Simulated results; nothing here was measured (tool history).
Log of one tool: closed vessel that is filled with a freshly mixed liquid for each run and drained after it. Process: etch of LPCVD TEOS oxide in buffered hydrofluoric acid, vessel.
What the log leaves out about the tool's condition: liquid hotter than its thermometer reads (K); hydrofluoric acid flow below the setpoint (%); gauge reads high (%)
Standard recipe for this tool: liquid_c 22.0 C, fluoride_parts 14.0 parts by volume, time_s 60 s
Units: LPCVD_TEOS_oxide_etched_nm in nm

run	hour	liquid_c	fluoride_parts	time_s	wafers since the last listed run	hours since the thermometer was replaced	hours since the hydrofluoric acid flow meter was replaced	hours since the gauge calibration	read-back film thickness of the LPCVD TEOS oxide reference wafer, read on the same gauge (nm)	LPCVD_TEOS_oxide_etched_nm
1	0.0	22.0	14.0	60	0	1412.2	443.1	86.8	140.03	236.02
2	6.0	22.0	14.0	60	600	1418.2	449.1	92.8	140.02	236.44
3	12.0	22.0	12.0	60	600	1424.2	455.1	98.8	139.97	276.26
4	29.4	22.0	14.0	35	1740	1441.6	472.5	116.2	139.98	138.51
5	45.6	22.0	14.0	60	1620	1457.8	488.7	132.4	139.99	237.40
6	61.3	22.0	14.0	60	1570	1473.5	504.4	148.1	139.99	236.49
7	68.2	22.0	14.0	60	690	1480.4	511.3	155.0	139.99	239.00
8	84.8	22.0	14.0	60	1660	1497.0	527.9	171.6	139.98	238.96
9	99.2	22.0	14.0	60	1440	1511.4	542.3	186.0	140.03	239.70
10	108.8	22.0	16.0	60	960	1521.0	551.9	195.6	139.99	210.05
11	124.3	22.0	15.5	60	1550	1536.5	567.4	211.1	140.00	217.64
12	142.2	22.0	15.5	60	1790	1554.4	585.3	229.0	140.04	216.76
# hour 147.3: hydrofluoric acid flow meter replaced
13	149.1	22.0	14.0	60	590	1561.3	1.8	235.9	139.99	240.77
14	161.8	22.0	14.0	60	1270	1574.0	14.5	248.6	140.03	239.51
# hour 172.3: thermometer replaced
15	179.6	19.0	14.0	60	1680	7.3	32.3	266.4	139.97	177.01
16	185.9	22.0	15.5	85	630	13.6	38.6	272.7	140.05	266.61
# hour 191.8: gauge calibrated
17	197.3	19.0	9.0	30	1140	25.0	50.0	5.5	139.99	130.66
18	207.7	26.5	12.5	35	1040	35.4	60.4	15.9	140.00	174.78
19	215.5	26.5	14.0	30	780	43.2	68.2	23.7	139.99	133.93
20	241.3	17.5	12.5	35	2581	69.0	94.0	49.5	140.00	106.58
21	280.9	22.0	18.5	70	3961	108.6	133.6	89.1	139.99	186.45
22	287.3	18.0	18.5	60	640	115.0	140.0	95.5	140.03	127.41
23	304.2	22.0	14.0	60	1690	131.9	156.9	112.4	139.98	212.45
24	315.0	17.5	10.0	40	1080	142.7	167.7	123.2	140.02	151.44
25	327.3	22.0	14.0	85	1230	155.0	180.0	135.5	140.00	300.37
26	345.1	22.0	11.5	70	1780	172.8	197.8	153.3	139.98	299.98
27	357.7	22.0	18.0	85	1260	185.4	210.4	165.9	139.99	236.07

What was the tool's hidden state at every run in the log?
hydrofluoric acid flow below the setpoint (%): 0 in every run
gauge reads high (%): 0 in every run
H1: liquid hotter than its thermometer reads (K)
run	H1
1	2.45
2	2.46
3	2.46
4	2.49
5	2.51
6	2.54
7	2.55
8	2.57
9	2.59
10	2.61
11	2.63
12	2.66
13	2.67
14	2.68
15	0.0893
16	0.0986
17	0.115
18	0.131
19	0.142
20	0.18
21	0.238
22	0.247
23	0.272
24	0.288
25	0.306
26	0.332
27	0.351

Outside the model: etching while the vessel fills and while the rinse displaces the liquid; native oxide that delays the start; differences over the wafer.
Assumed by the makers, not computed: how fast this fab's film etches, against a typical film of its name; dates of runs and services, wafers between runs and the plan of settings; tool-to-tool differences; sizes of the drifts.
